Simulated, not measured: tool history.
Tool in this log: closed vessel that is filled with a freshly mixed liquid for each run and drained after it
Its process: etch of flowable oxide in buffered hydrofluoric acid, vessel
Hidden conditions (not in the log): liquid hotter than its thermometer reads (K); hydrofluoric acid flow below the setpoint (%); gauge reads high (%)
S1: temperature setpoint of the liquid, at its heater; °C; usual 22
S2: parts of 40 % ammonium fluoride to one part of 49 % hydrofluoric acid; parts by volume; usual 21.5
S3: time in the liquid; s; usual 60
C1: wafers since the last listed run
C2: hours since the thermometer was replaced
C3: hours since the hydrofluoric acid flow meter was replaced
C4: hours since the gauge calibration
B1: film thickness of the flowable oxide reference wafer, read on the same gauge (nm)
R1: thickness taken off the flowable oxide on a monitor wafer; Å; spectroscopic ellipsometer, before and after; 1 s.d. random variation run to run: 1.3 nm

run,hour,S1,S2,S3,C1,C2,C3,C4,B1,R1
1,0,22,15.5,60,0,1504.7,1616.3,474,120,1913.5
2,31,22,15.5,60,4503,1535.7,1647.3,505,119.99,1890.6
3,87.9,22,21.5,60,8265,1592.6,1704.2,561.9,120.01,1467.5
4,117.1,22,21.5,60,4241,1621.8,1733.4,591.1,120.02,1458.8
5,160.9,22,21.5,60,6362,1665.6,1777.2,634.9,120,1500.9
6,199.6,22,21.5,60,5622,1704.3,1815.9,673.6,120,1451.1
7,228.9,22,18,40,4256,1733.6,1845.2,702.9,120.03,1110.5
8,282.4,22,18,40,7772,1787.1,1898.7,756.4,119.97,1113.2
9,335.5,22,18,40,7713,1840.2,1951.8,809.5,120.02,1094.7
10,481.9,18.5,21.5,70,21267,1986.6,2098.2,955.9,119.99,1394.7
11,546.8,22,21.5,60,9428,2051.5,2163.1,1020.8,120.01,1458.6
12,607.9,19,21.5,70,8876,2112.6,2224.2,1081.9,120,1475.4
13,675.6,19,21.5,70,9834,2180.3,2291.9,1149.6,120.01,1444.7
14,734.3,19,21.5,70,8527,2239,2350.6,1208.3,120.01,1446.9
# hour 742.3: hydrofluoric acid flow meter replaced
15,760.4,22,25.5,40,3646,2265.1,18.1,1234.4,120,972.4
16,793.6,22,21.5,45,4823,2298.3,51.3,1267.6,120.01,1226.9
17,833.8,22,21.5,80,5839,2338.5,91.5,1307.8,120,2152.1
18,881.7,22,21.5,60,6958,2386.4,139.4,1355.7,119.99,1611.3
# hour 919.1: gauge calibrated
19,932.4,26,29,80,7365,2437.1,190.1,13.3,119.97,2160.6
20,998.4,24.5,16,40,9587,2503.1,256.1,79.3,119.99,1605.3
21,1069.7,18,15.5,60,10357,2574.4,327.4,150.6,120,1730.2
22,1123.7,17,21.5,75,7844,2628.4,381.4,204.6,120.01,1547.6
23,1163.1,22,21.5,60,5723,2667.8,420.8,244,120.04,1625.3
# hour 1201.8: thermometer replaced
24,1215.6,22,21.5,60,7481,13.8,473.3,296.5,119.99,1426.3
25,1261,22,21.5,45,6595,59.2,518.7,341.9,120,1092.5
26,1318.5,26,19,60,8353,116.7,576.2,399.4,120,1943.4
27,1343.6,24,21.5,60,3646,141.8,601.3,424.5,120.03,1614.4
28,1392,22,28,95,7031,190.2,649.7,472.9,120,1910
29,1444.8,17,25,45,7670,243,702.5,525.7,120.01,743
30,1504.2,22,21.5,60,8629,302.4,761.9,585.1,119.99,1443.8
31,1547.4,19.5,19,40,6275,345.6,805.1,628.3,119.99,910.3
32,1575.5,25,16.5,95,4082,373.7,833.2,656.4,120.02,3382.3
33,1613.4,22,13.5,60,5505,411.6,871.1,694.3,119.96,2194

Here are 4 independent what-if runs from the current tool condition. What would each one return?
A,1614.1,22,21.5,85,101,412.3,871.8,695,?,?
B,1614.1,23.5,16.5,90,101,412.3,871.8,695,?,?
C,1614.1,22,21.5,95,101,412.3,871.8,695,?,?
D,1614.1,19,21.5,50,101,412.3,871.8,695,?,?

run,B1,R1
A,120,2038.1
B,120,2930.6
C,120,2277.9
D,120,1013.7
With no hidden state in the tool, these same runs would have given:
run,R1
A,2081.7
B,3042.2
C,2326.6
D,1035.1
